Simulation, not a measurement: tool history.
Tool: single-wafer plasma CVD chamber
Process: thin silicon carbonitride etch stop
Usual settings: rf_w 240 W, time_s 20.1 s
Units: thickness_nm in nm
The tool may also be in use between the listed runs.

run   hour  rf_w  time_s  read-back reference wafer on the same gauge, thickness_nm  thickness_nm
  1      0   240    20.1                                                     12.498        12.595
  2    7.2   240    20.1                                                     12.504        12.617
  3   16.8   240    20.1                                                     12.502        12.602
  4   27.1   205    20.1                                                     12.506        12.028
  5   38.3   220    20.1                                                     12.501        12.284
  6   54.2   265    21.6                                                     12.501        13.944
  7   69.8   265    21.6                                                       12.5        13.932
  8   82.4   265    21.6                                                     12.502        13.895
  9     95   240    20.1                                                     12.502        12.557
 10  105.2   240    20.1                                                     12.499        12.596
 11    114   240    20.1                                                     12.502        12.551
 12  120.2   215    20.1                                                       12.5        12.169
 13  133.3   215    20.1                                                     12.504        12.158
 14    140   215    16.8                                                     12.499        10.171
 15  151.8   205      19                                                     12.496        11.321
 16  167.7   240    20.1                                                     12.494         12.53
 17  184.1   240    20.1                                                     12.503        12.545
 18  190.1   260    16.2                                                       12.5        10.336
 19  205.3   255    20.1                                                     12.497        12.762
       224  -- gauge calibrated
     227.9  -- thermocouple changed; heater temperature recalibrated
 20  228.4   255    23.4                                                     12.506        14.835
 21  232.2   215    22.6                                                     12.503        13.634
 22  245.8   240    18.3                                                       12.5        11.402
 23  255.6   240    20.1                                                     12.498        12.511
     269.2  -- RF generator calibrated
     269.3  -- showerhead replaced
 24  271.2   255    21.4                                                     12.503        13.842
 25  278.6   270    17.3                                                     12.496        11.409
 26  292.4   240    17.1                                                     12.507        10.883
 27  309.5   200    17.1                                                       12.5        10.316
 28    324   220    23.3                                                     12.499        14.409
 29  337.3   225    20.1                                                     12.507         12.53
 30  348.7   240    20.1                                                     12.499        12.799

Run 31 comes next. What will it give?
 31  386.6   240    20.1                                                          ?             ?

{"run 31": {"read-back reference wafer on the same gauge, thickness_nm": 12.495, "thickness_nm": 12.801}}
Without the tool's hidden state the same run would have given thickness_nm 12.81 nm.
